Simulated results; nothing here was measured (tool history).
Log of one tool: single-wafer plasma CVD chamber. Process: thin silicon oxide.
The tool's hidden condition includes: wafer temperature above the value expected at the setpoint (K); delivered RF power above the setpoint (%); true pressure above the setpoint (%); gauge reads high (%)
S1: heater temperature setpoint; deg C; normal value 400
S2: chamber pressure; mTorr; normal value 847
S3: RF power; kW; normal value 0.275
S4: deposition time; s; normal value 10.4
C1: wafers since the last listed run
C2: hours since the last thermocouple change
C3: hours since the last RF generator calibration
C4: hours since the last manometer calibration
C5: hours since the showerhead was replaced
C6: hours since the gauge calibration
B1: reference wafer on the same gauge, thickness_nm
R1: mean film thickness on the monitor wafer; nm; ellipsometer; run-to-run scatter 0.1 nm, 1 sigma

Run 1, hour 0: usual settings but S2 684 mTorr, S4 8.8 s; C1 0; C2 1269.9; C3 517.1; C4 517.8; C5 5181.6; C6 100.3; B1 21.717. Result: R1 12.521 nm.
Run 2, hour 54.8: usual settings but S2 684 mTorr, S4 8.8 s; C1 1185; C2 1324.7; C3 571.9; C4 572.6; C5 5236.4; C6 155.1; B1 21.694. Result: R1 12.625 nm.
Run 3, hour 97.6: usual settings but S2 688 mTorr, S3 0.315 kW; C1 925; C2 1367.5; C3 614.7; C4 615.4; C5 5279.2; C6 197.9; B1 21.675. Result: R1 16.076 nm.
Run 4, hour 253.5: usual settings but S2 688 mTorr, S3 0.315 kW; C1 3372; C2 1523.4; C3 770.6; C4 771.3; C5 5435.1; C6 353.8; B1 21.713. Result: R1 16.139 nm.
At hour 273.6: RF generator calibrated.
At hour 280.9: showerhead replaced.
Run 5, hour 281.4: usual settings but S2 688 mTorr, S3 0.315 kW; C1 273; C2 1551.3; C3 7.8; C4 799.2; C5 0.5; C6 381.7; B1 21.694. Result: R1 17.06 nm.
Run 6, hour 327.4: usual settings but S1 408 deg C; C1 995; C2 1597.3; C3 53.8; C4 845.2; C5 46.5; C6 427.7; B1 21.682. Result: R1 19.859 nm.
Run 7, hour 359.1: usual settings but S1 408 deg C; C1 685; C2 1629; C3 85.5; C4 876.9; C5 78.2; C6 459.4; B1 21.751. Result: R1 19.757 nm.
Run 8, hour 406.4: usual settings but S3 0.22 kW, S4 8.6 s; C1 1023; C2 1676.3; C3 132.8; C4 924.2; C5 125.5; C6 506.7; B1 21.746. Result: R1 14.404 nm.
At hour 418.3: thermocouple changed; heater temperature recalibrated.
Run 9, hour 431.1: usual settings; C1 361; C2 12.8; C3 157.5; C4 948.9; C5 150.2; C6 531.4; B1 21.703. Result: R1 20.132 nm.
Run 10, hour 478.4: usual settings but S2 686 mTorr; C1 1023; C2 60.1; C3 204.8; C4 996.2; C5 197.5; C6 578.7; B1 21.69. Result: R1 16.082 nm.
At hour 509.8: capacitance manometer re-zeroed and calibrated.
Run 11, hour 516.5: usual settings but S2 777 mTorr; C1 651; C2 98.2; C3 242.9; C4 6.7; C5 235.6; C6 616.8; B1 21.723. Result: R1 17.014 nm.
At hour 530.4: gauge calibrated.
Run 12, hour 542.5: usual settings but S2 635 mTorr, S3 0.3 kW; C1 562; C2 124.2; C3 268.9; C4 32.7; C5 261.6; C6 12.1; B1 21.659. Result: R1 13.948 nm.
Run 13, hour 606.4: usual settings; C1 1382; C2 188.1; C3 332.8; C4 96.6; C5 325.5; C6 76; B1 21.69. Result: R1 18.386 nm.
Run 14, hour 674.9: usual settings but S3 0.24 kW; C1 1481; C2 256.6; C3 401.3; C4 165.1; C5 394; C6 144.5; B1 21.733. Result: R1 16.889 nm.

Alternative continuations, all from the tool just after run 14; predict every row:
Run A, hour 675.3: usual settings; C1 8; C2 257; C3 401.7; C4 165.5; C5 394.4; C6 144.9; B1 ?. Result: R1 ?.
Run B, hour 675.3: usual settings but S2 786 mTorr; C1 8; C2 257; C3 401.7; C4 165.5; C5 394.4; C6 144.9; B1 ?. Result: R1 ?.
Run C, hour 675.3: usual settings but S1 388 deg C; C1 8; C2 257; C3 401.7; C4 165.5; C5 394.4; C6 144.9; B1 ?. Result: R1 ?.

run      B1      R1
  A  21.733  18.408
  B  21.733  17.021
  C  21.733  18.574
Stripped of hidden state, with their random variation kept, the same runs would have yielded:
run      R1
  A  18.948
  B  17.531
  C  19.119
